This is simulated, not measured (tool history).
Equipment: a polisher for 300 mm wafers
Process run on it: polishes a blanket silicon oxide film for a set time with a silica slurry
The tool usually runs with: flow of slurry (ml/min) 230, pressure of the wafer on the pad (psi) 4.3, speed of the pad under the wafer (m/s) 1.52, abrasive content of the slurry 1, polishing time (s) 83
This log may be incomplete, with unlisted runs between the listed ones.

run	hour	flow of slurry (ml/min)	pressure of the wafer on the pad (psi)	speed of the pad under the wafer (m/s)	abrasive content of the slurry	polishing time (s)	wafers since the last listed run	wafers polished on this pad	hours since the slurry nozzle was cleaned	hours since the head pressure was calibrated	hours since the slurry blender was calibrated	hours since the conditioning disc was replaced	incoming thickness of the incoming film, nm	film removed (Å)
1	0	230	4.3	1.52	1	83	0	952	210.6	307.7	245.4	131.7	1576.3	4061
2	17.3	160	3.1	1.52	0.75	63	119	1071	227.9	325	262.7	149	1582.4	1919
3	62.1	160	4.3	1.52	1	83	309	1381	272.7	369.8	307.5	193.8	1624.8	3780
# hour 78: head pressure recalibrated
4	96.6	230	3.6	1.52	1	105	224	1606	307.2	18.6	342	228.3	1582.1	3987
# hour 113.9: slurry nozzle cleaned
5	118.8	230	4.3	1.52	1	83	146	1752	4.9	40.8	364.2	250.5	1619.6	3531
# hour 126.3: conditioning disc replaced and pad reconditioned
# hour 135.8: worn pad replaced by a new one
# hour 136.8: slurry blender recalibrated
6	152.2	230	4.3	1.28	1.2	83	182	106	38.3	74.2	15.4	25.9	1587.4	3826
7	185.4	230	4.3	1.52	1	83	229	336	71.5	107.4	48.6	59.1	1618	4096
8	215.5	230	4.3	1.52	1	105	208	544	101.6	137.5	78.7	89.2	1614.8	5159
9	235.1	230	3.1	1.76	1	100	135	680	121.2	157.1	98.3	108.8	1586.9	3993
10	252.1	230	4.3	1.52	0.9	83	117	797	138.2	174.1	115.3	125.8	1598	3914
11	340.8	280	5.7	1.52	0.85	55	613	1410	226.9	262.8	204	214.5	1603.1	3247
12	369.7	230	4.3	1.52	1	111	199	1610	255.8	291.7	232.9	243.4	1568.7	5329
# hour 372.8: slurry nozzle cleaned
13	392.7	230	3	1.98	0.75	96	152	1762	19.9	314.7	255.9	266.4	1592.3	3418
14	415	230	4.3	1.52	1	83	154	1917	42.2	337	278.2	288.7	1618.7	3749
# hour 421.4: worn pad replaced by a new one
15	442.2	195	2.8	1.52	1.15	71	160	144	69.4	364.2	305.4	315.9	1602.2	2639
# hour 456.3: head pressure recalibrated
# hour 457.5: conditioning disc replaced and pad reconditioned
# hour 472.8: slurry blender recalibrated
16	473.3	230	4.3	1.52	1	83	179	323	100.5	17	0.5	15.8	1597	4086
17	569.3	230	4.3	1.52	1	91	663	987	196.5	113	96.5	111.8	1593.1	4245
18	582	230	4.3	1.32	1.15	71	87	1075	209.2	125.7	109.2	124.5	1591.5	3139
19	606.5	230	4.3	1.52	1	83	169	1244	233.7	150.2	133.7	149	1607.4	3886
20	636.3	230	4.3	1.2	1	69	206	1450	263.5	180	163.5	178.8	1625.2	2648
# hour 641.2: slurry nozzle cleaned
21	660.6	210	4.3	1.34	1	83	161	1611	19.4	204.3	187.8	203.1	1616.1	3398
22	687.4	230	5.4	1.76	1.3	61	185	1797	46.2	231.1	214.6	229.9	1620.2	4143
23	712.3	160	5.7	1.52	0.9	93	172	1969	71.1	256	239.5	254.8	1627.6	5102
# hour 719.9: worn pad replaced by a new one
24	748.1	230	4.3	1.52	0.85	83	219	194	106.9	291.8	275.3	290.6	1619.5	4028

List, for all runs, the conditions of the tool that the log does not record:
slurry flow missing at the pad, %: 0 across all the runs
abrasive missing from the slurry, %: 0 across all the runs
time polished since the conditioner stopped cutting, s: 0 across all the runs
H1: removal rate lost through wear of the pad, %
H2: deviation of the head's pressure from its setpoint, %
run	H1	H2
1	8.6	6.05
2	9.44	6.77
3	11.6	8.82
4	13.3	0.382
5	14.4	0.469
6	2.27	0.722
7	3.89	1.12
8	5.35	1.61
9	6.3	1.99
10	7.13	2.36
11	11.4	4.91
12	12.8	5.97
13	14	6.89
14	15	7.85
15	1.54	9.11
16	3.05	2
17	7.72	2.82
18	8.34	3.02
19	9.53	3.46
20	11	4.11
21	12.2	4.73
22	13.5	5.5
23	14.7	6.3
24	3.16	7.59

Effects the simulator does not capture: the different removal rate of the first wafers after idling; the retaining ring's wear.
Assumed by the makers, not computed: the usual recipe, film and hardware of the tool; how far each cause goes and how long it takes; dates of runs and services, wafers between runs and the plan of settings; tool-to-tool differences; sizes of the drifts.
